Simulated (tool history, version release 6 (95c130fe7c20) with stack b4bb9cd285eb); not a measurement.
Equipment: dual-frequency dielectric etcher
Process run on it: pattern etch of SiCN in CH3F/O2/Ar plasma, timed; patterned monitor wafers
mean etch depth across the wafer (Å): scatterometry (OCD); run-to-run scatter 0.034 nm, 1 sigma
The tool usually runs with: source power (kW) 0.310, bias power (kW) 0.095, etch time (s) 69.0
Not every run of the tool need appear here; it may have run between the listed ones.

run,hour,source power (kW),bias power (kW),etch time (s),wafers since the last listed run,hours since the last wet clean,hours since the last source power generator calibration,hours since the last bias power generator calibration,hours since the last upper electrode change,hours since the gauge calibration,"read-back reference wafer on the same gauge, depth_nm",mean etch depth across the wafer (Å)
1,0.0,0.310,0.095,69.0,0,280.3,5061.9,5105.0,2037.6,178.2,26.00,227.7
2,21.7,0.310,0.095,69.0,355,302.0,5083.6,5126.7,2059.3,199.9,26.00,227.2
3,35.1,0.310,0.095,82.5,219,315.4,5097.0,5140.1,2072.7,213.3,26.00,271.3
4,63.9,0.310,0.095,69.0,471,344.2,5125.8,5168.9,2101.5,242.1,26.00,226.4
5,81.7,0.310,0.095,69.0,291,362.0,5143.6,5186.7,2119.3,259.9,26.01,226.8
6,96.8,0.310,0.095,69.0,247,377.1,5158.7,5201.8,2134.4,275.0,26.00,226.6
# hour 139.6: wet clean of the chamber
7,140.1,0.310,0.095,69.0,315,0.5,5202.0,5245.1,2177.7,318.3,26.00,229.3
8,160.4,0.310,0.086,69.0,332,20.8,5222.3,5265.4,2198.0,338.6,26.00,218.0
9,186.2,0.310,0.086,69.0,422,46.6,5248.1,5291.2,2223.8,364.4,26.02,217.7
# hour 210.9: gauge calibrated
10,219.4,0.340,0.071,80.5,543,79.8,5281.3,5324.4,2257.0,8.5,26.00,239.4
11,251.2,0.290,0.095,87.5,520,111.6,5313.1,5356.2,2288.8,40.3,25.98,281.1
# hour 288.1: upper electrode replaced
12,288.6,0.340,0.115,79.0,219,149.0,5350.5,5393.6,0.5,77.7,26.00,295.5
13,300.2,0.310,0.105,50.0,189,160.6,5362.1,5405.2,12.1,89.3,26.00,173.0
# hour 321.2: source power generator calibrated
# hour 322.5: bias power generator calibrated
14,326.9,0.310,0.095,69.0,350,187.3,5.7,4.4,38.8,116.0,26.00,227.6
15,361.4,0.310,0.110,69.0,564,221.8,40.2,38.9,73.3,150.5,25.99,243.4
16,395.4,0.340,0.110,69.0,556,255.8,74.2,72.9,107.3,184.5,26.00,252.9
17,427.5,0.310,0.095,54.0,525,287.9,106.3,105.0,139.4,216.6,26.00,177.7
18,445.2,0.310,0.095,69.0,289,305.6,124.0,122.7,157.1,234.3,26.00,226.6

What if the next run were any one of these 4? Each begins from the tool's condition after run 18:
A,445.6,0.310,0.095,80.5,6,306.0,124.4,123.1,157.5,234.7,?,?
B,445.6,0.250,0.084,79.0,6,306.0,124.4,123.1,157.5,234.7,?,?
C,445.6,0.310,0.117,69.0,6,306.0,124.4,123.1,157.5,234.7,?,?
D,445.6,0.340,0.080,83.5,6,306.0,124.4,123.1,157.5,234.7,?,?

run,"read-back reference wafer on the same gauge, depth_nm",mean etch depth across the wafer (Å)
A,26.01,264.1
B,26.01,223.9
C,26.01,250.4
D,26.01,261.4
Stripped of hidden state, with their random variation kept, the same runs would have yielded:
run,mean etch depth across the wafer (Å)
A,266.4
B,225.8
C,252.5
D,263.6
